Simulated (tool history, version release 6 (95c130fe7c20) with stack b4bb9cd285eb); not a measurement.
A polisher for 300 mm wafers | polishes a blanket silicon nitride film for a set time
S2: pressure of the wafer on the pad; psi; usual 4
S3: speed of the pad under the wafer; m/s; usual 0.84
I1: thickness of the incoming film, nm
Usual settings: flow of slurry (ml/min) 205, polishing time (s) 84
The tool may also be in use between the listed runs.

{"run": 1, "hour": 0.0, "flow of slurry (ml/min)": 205, "S2": 4, "S3": 0.84, "polishing time (s)": 84, "I1": 813.4, "film removed (angstrom)": 1186}
{"run": 2, "hour": 52.1, "flow of slurry (ml/min)": 205, "S2": 4, "S3": 0.84, "polishing time (s)": 84, "I1": 834.7, "film removed (angstrom)": 1155}
{"run": 3, "hour": 82.4, "flow of slurry (ml/min)": 205, "S2": 4, "S3": 0.84, "polishing time (s)": 84, "I1": 823.4, "film removed (angstrom)": 1156}
{"hour": 92.3, "done": "slurry nozzle cleaned"}
{"run": 4, "hour": 115.7, "flow of slurry (ml/min)": 205, "S2": 4, "S3": 0.84, "polishing time (s)": 84, "I1": 832.2, "film removed (angstrom)": 1140}
{"run": 5, "hour": 176.0, "flow of slurry (ml/min)": 205, "S2": 4, "S3": 0.66, "polishing time (s)": 84, "I1": 825.5, "film removed (angstrom)": 966}
{"run": 6, "hour": 224.4, "flow of slurry (ml/min)": 205, "S2": 4, "S3": 0.66, "polishing time (s)": 84, "I1": 806.6, "film removed (angstrom)": 935}
{"run": 7, "hour": 265.1, "flow of slurry (ml/min)": 205, "S2": 4, "S3": 0.66, "polishing time (s)": 84, "I1": 813.3, "film removed (angstrom)": 949}
{"hour": 300.4, "done": "worn pad replaced by a new one"}
{"run": 8, "hour": 319.5, "flow of slurry (ml/min)": 205, "S2": 4, "S3": 0.84, "polishing time (s)": 84, "I1": 827.5, "film removed (angstrom)": 1258}
{"hour": 337.5, "done": "head pressure recalibrated"}
{"run": 9, "hour": 390.1, "flow of slurry (ml/min)": 205, "S2": 4.4, "S3": 0.84, "polishing time (s)": 84, "I1": 837.3, "film removed (angstrom)": 1354}
{"run": 10, "hour": 438.5, "flow of slurry (ml/min)": 205, "S2": 4.4, "S3": 0.84, "polishing time (s)": 84, "I1": 826.7, "film removed (angstrom)": 1376}
{"run": 11, "hour": 476.9, "flow of slurry (ml/min)": 205, "S2": 3.3, "S3": 0.84, "polishing time (s)": 84, "I1": 830.8, "film removed (angstrom)": 989}
{"hour": 509.4, "done": "slurry nozzle cleaned"}
{"run": 12, "hour": 539.7, "flow of slurry (ml/min)": 205, "S2": 4, "S3": 0.68, "polishing time (s)": 84, "I1": 829.1, "film removed (angstrom)": 1038}
{"run": 13, "hour": 731.6, "flow of slurry (ml/min)": 205, "S2": 4, "S3": 0.68, "polishing time (s)": 84, "I1": 827.8, "film removed (angstrom)": 981}
{"run": 14, "hour": 781.1, "flow of slurry (ml/min)": 205, "S2": 4, "S3": 0.68, "polishing time (s)": 84, "I1": 819.2, "film removed (angstrom)": 958}
{"run": 15, "hour": 830.0, "flow of slurry (ml/min)": 205, "S2": 4, "S3": 0.84, "polishing time (s)": 65, "I1": 823.7, "film removed (angstrom)": 833}
{"hour": 841.1, "done": "worn pad replaced by a new one"}
{"run": 16, "hour": 887.3, "flow of slurry (ml/min)": 205, "S2": 3.5, "S3": 0.84, "polishing time (s)": 100, "I1": 834.1, "film removed (angstrom)": 1303}
{"run": 17, "hour": 912.0, "flow of slurry (ml/min)": 205, "S2": 4, "S3": 0.84, "polishing time (s)": 84, "I1": 818.4, "film removed (angstrom)": 1226}
{"run": 18, "hour": 974.0, "flow of slurry (ml/min)": 205, "S2": 4, "S3": 0.84, "polishing time (s)": 84, "I1": 822.2, "film removed (angstrom)": 1208}
{"run": 19, "hour": 1009.0, "flow of slurry (ml/min)": 205, "S2": 5.1, "S3": 0.64, "polishing time (s)": 68, "I1": 810.3, "film removed (angstrom)": 1036}
{"run": 20, "hour": 1043.5, "flow of slurry (ml/min)": 205, "S2": 3.3, "S3": 0.72, "polishing time (s)": 84, "I1": 821, "film removed (angstrom)": 883}
{"hour": 1063.6, "done": "slurry nozzle cleaned"}
{"run": 21, "hour": 1083.0, "flow of slurry (ml/min)": 205, "S2": 4, "S3": 1.14, "polishing time (s)": 103, "I1": 816, "film removed (angstrom)": 1754}
{"run": 22, "hour": 1179.9, "flow of slurry (ml/min)": 205, "S2": 4, "S3": 0.84, "polishing time (s)": 84, "I1": 814, "film removed (angstrom)": 1143}
{"run": 23, "hour": 1213.7, "flow of slurry (ml/min)": 255, "S2": 2.9, "S3": 0.58, "polishing time (s)": 84, "I1": 824.7, "film removed (angstrom)": 668}
{"run": 24, "hour": 1283.8, "flow of slurry (ml/min)": 205, "S2": 4.6, "S3": 0.84, "polishing time (s)": 61, "I1": 809.4, "film removed (angstrom)": 917}
{"hour": 1302.3, "done": "worn pad replaced by a new one"}
{"run": 25, "hour": 1344.8, "flow of slurry (ml/min)": 175, "S2": 4, "S3": 0.84, "polishing time (s)": 111, "I1": 826.4, "film removed (angstrom)": 1630}
{"run": 26, "hour": 1391.7, "flow of slurry (ml/min)": 205, "S2": 4, "S3": 0.84, "polishing time (s)": 68, "I1": 818.9, "film removed (angstrom)": 1002}
{"run": 27, "hour": 1450.2, "flow of slurry (ml/min)": 205, "S2": 4.6, "S3": 0.84, "polishing time (s)": 63, "I1": 826.2, "film removed (angstrom)": 1057}
{"run": 28, "hour": 1479.9, "flow of slurry (ml/min)": 205, "S2": 4, "S3": 0.84, "polishing time (s)": 84, "I1": 819.8, "film removed (angstrom)": 1199}
{"hour": 1496.6, "done": "slurry nozzle cleaned"}
{"run": 29, "hour": 1520.5, "flow of slurry (ml/min)": 205, "S2": 2.7, "S3": 0.84, "polishing time (s)": 66, "I1": 824.3, "film removed (angstrom)": 624}
{"run": 30, "hour": 1566.5, "flow of slurry (ml/min)": 205, "S2": 4, "S3": 0.84, "polishing time (s)": 84, "I1": 811.6, "film removed (angstrom)": 1174}
{"run": 31, "hour": 1603.3, "flow of slurry (ml/min)": 205, "S2": 4, "S3": 0.84, "polishing time (s)": 84, "I1": 824.1, "film removed (angstrom)": 1163}
{"run": 32, "hour": 1628.0, "flow of slurry (ml/min)": 205, "S2": 5.1, "S3": 0.84, "polishing time (s)": 66, "I1": 816.6, "film removed (angstrom)": 1167}
{"run": 33, "hour": 1656.8, "flow of slurry (ml/min)": 205, "S2": 4, "S3": 0.84, "polishing time (s)": 84, "I1": 810.2, "film removed (angstrom)": 1145}
{"run": 34, "hour": 1681.2, "flow of slurry (ml/min)": 205, "S2": 3, "S3": 1.04, "polishing time (s)": 84, "I1": 816.5, "film removed (angstrom)": 998}
{"hour": 1704.2, "done": "head pressure recalibrated"}
{"hour": 1730.8, "done": "worn pad replaced by a new one"}
{"run": 35, "hour": 1738.1, "flow of slurry (ml/min)": 205, "S2": 4, "S3": 1.14, "polishing time (s)": 103, "I1": 819.1, "film removed (angstrom)": 1892}
{"run": 36, "hour": 1769.2, "flow of slurry (ml/min)": 175, "S2": 4, "S3": 1.06, "polishing time (s)": 73, "I1": 809.9, "film removed (angstrom)": 1237}
{"run": 37, "hour": 1832.0, "flow of slurry (ml/min)": 205, "S2": 2.6, "S3": 0.64, "polishing time (s)": 64, "I1": 810.1, "film removed (angstrom)": 509}

The same runs without the tool's hidden state, with the same run-to-run variation:
The hidden state here: removal rate lost through wear of the pad, %; slurry flow missing at the pad, %; deviation of the head's pressure from its setpoint, %.
run=1 film_removed_(angstrom)=1257
run=2 film_removed_(angstrom)=1241
run=3 film_removed_(angstrom)=1253
run=4 film_removed_(angstrom)=1247
run=5 film_removed_(angstrom)=1074
run=6 film_removed_(angstrom)=1053
run=7 film_removed_(angstrom)=1081
run=8 film_removed_(angstrom)=1265
run=9 film_removed_(angstrom)=1386
run=10 film_removed_(angstrom)=1425
run=11 film_removed_(angstrom)=1035
run=12 film_removed_(angstrom)=1104
run=13 film_removed_(angstrom)=1099
run=14 film_removed_(angstrom)=1089
run=15 film_removed_(angstrom)=960
run=16 film_removed_(angstrom)=1335
run=17 film_removed_(angstrom)=1263
run=18 film_removed_(angstrom)=1265
run=19 film_removed_(angstrom)=1095
run=20 film_removed_(angstrom)=942
run=21 film_removed_(angstrom)=1891
run=22 film_removed_(angstrom)=1264
run=23 film_removed_(angstrom)=746
run=24 film_removed_(angstrom)=1044
run=25 film_removed_(angstrom)=1651
run=26 film_removed_(angstrom)=1027
run=27 film_removed_(angstrom)=1100
run=28 film_removed_(angstrom)=1258
run=29 film_removed_(angstrom)=661
run=30 film_removed_(angstrom)=1259
run=31 film_removed_(angstrom)=1260
run=32 film_removed_(angstrom)=1273
run=33 film_removed_(angstrom)=1259
run=34 film_removed_(angstrom)=1105
run=35 film_removed_(angstrom)=1951
run=36 film_removed_(angstrom)=1286
run=37 film_removed_(angstrom)=537

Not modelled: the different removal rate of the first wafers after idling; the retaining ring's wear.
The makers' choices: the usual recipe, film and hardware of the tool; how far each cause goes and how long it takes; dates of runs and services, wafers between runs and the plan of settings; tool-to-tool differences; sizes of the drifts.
